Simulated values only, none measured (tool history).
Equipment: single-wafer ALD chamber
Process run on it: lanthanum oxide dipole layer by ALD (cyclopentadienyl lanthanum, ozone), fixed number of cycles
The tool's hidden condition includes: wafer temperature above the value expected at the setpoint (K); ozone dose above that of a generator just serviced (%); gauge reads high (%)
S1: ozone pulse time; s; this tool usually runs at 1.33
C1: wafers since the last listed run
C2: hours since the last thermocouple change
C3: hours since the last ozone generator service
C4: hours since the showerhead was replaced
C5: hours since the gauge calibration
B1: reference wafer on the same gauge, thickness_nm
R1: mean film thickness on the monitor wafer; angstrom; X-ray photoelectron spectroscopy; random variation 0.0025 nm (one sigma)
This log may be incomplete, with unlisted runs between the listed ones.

Run 1, hour 0: usual settings; C1 0; C2 412.4; C3 1117; C4 5325.5; C5 175.1; B1 0.524. Result: R1 5.96 angstrom.
Run 2, hour 40.1: usual settings; C1 930; C2 452.5; C3 1157.1; C4 5365.6; C5 215.2; B1 0.524. Result: R1 5.96 angstrom.
Run 3, hour 145.6: usual settings; C1 2448; C2 558; C3 1262.6; C4 5471.1; C5 320.7; B1 0.523. Result: R1 5.94 angstrom.
Run 4, hour 214: usual settings; C1 1587; C2 626.4; C3 1331; C4 5539.5; C5 389.1; B1 0.523. Result: R1 5.93 angstrom.
Run 5, hour 321.4: usual settings; C1 2492; C2 733.8; C3 1438.4; C4 5646.9; C5 496.5; B1 0.524. Result: R1 5.89 angstrom.
Run 6, hour 415.5: usual settings but S1 1.75 s; C1 2183; C2 827.9; C3 1532.5; C4 5741; C5 590.6; B1 0.525. Result: R1 6.17 angstrom.
At hour 508.7: gauge calibrated.
Run 7, hour 516.4: usual settings but S1 1.05 s; C1 2341; C2 928.8; C3 1633.4; C4 5841.9; C5 7.7; B1 0.525. Result: R1 5.62 angstrom.
Run 8, hour 563: usual settings but S1 1.5 s; C1 1081; C2 975.4; C3 1680; C4 5888.5; C5 54.3; B1 0.523. Result: R1 5.97 angstrom.
Run 9, hour 622: usual settings; C1 1369; C2 1034.4; C3 1739; C4 5947.5; C5 113.3; B1 0.523. Result: R1 5.86 angstrom.
Run 10, hour 713.5: usual settings but S1 1.8 s; C1 2123; C2 1125.9; C3 1830.5; C4 6039; C5 204.8; B1 0.525. Result: R1 6.13 angstrom.
At hour 779.5: showerhead replaced.
At hour 810: thermocouple changed; heater temperature recalibrated.
Run 11, hour 820.7: usual settings but S1 0.94 s; C1 2116; C2 10.7; C3 1937.7; C4 41.2; C5 312; B1 0.525. Result: R1 5.35 angstrom.

For run 12, what comes out?
At hour 869.1: ozone generator serviced.
Run 12, hour 918.8: usual settings but S1 0.89 s; C1 2090; C2 108.8; C3 49.7; C4 139.3; C5 410.1; B1 ?. Result: R1 ?.

{"run 12": {"B1": 0.524, "R1": 5.62}}
Without the tool's hidden state the same run would have given R1 5.65 angstrom.
